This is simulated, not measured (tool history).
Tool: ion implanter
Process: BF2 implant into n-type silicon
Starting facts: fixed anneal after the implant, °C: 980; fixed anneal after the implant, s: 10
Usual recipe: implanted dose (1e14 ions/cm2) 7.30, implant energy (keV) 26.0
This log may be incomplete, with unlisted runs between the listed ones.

run	hour	implanted dose (1e14 ions/cm2)	implant energy (keV)	read-back reference wafer on the same gauge, sheet resistance	sheet resistance of the implanted and annealed layer (ohm/square)
1	0.0	5.91	26.0	225.40	252.75
2	25.9	5.91	26.0	225.41	254.65
3	76.8	5.91	26.0	225.22	253.85
4	146.1	7.95	26.0	225.62	228.08
5	209.7	7.95	26.0	225.69	225.74
6	250.2	7.30	31.5	225.81	213.97
7	301.5	7.30	31.5	225.64	214.29
8	360.4	8.79	30.5	225.61	204.87
# hour 372.0: gauge calibrated
9	477.4	7.30	26.0	219.70	227.10
# hour 487.5: extraction supply calibrated
10	501.8	8.74	26.0	220.16	214.55
11	539.0	7.30	31.5	220.65	208.86
12	598.7	8.79	30.5	221.50	199.04
13	628.4	5.17	30.0	221.85	257.43
14	688.8	9.43	33.5	222.36	187.23
15	737.9	7.30	26.0	222.55	228.10
# hour 760.2: Faraday cup replaced and dose calibrated
16	794.7	7.30	31.5	222.86	211.90
17	830.1	8.04	35.0	223.22	194.79
18	862.4	8.91	17.5	223.53	269.12
19	906.4	6.34	26.0	223.68	243.86
20	966.1	8.59	23.5	223.76	232.03

Each row is a separate what-if for the run after 20, all from the same tool condition, not one after another. Results?
A	966.5	7.30	26.0	?	?
B	966.5	5.26	34.5	?	?
C	966.5	5.92	33.5	?	?

run	read-back reference wafer on the same gauge, sheet resistance	sheet resistance of the implanted and annealed layer (ohm/square)
A	224.00	230.98
B	224.00	246.50
C	224.00	229.49
With the hidden condition removed and each run's random variation left untouched, the same runs would have given:
run	sheet resistance of the implanted and annealed layer (ohm/square)
A	224.93
B	240.04
C	223.48
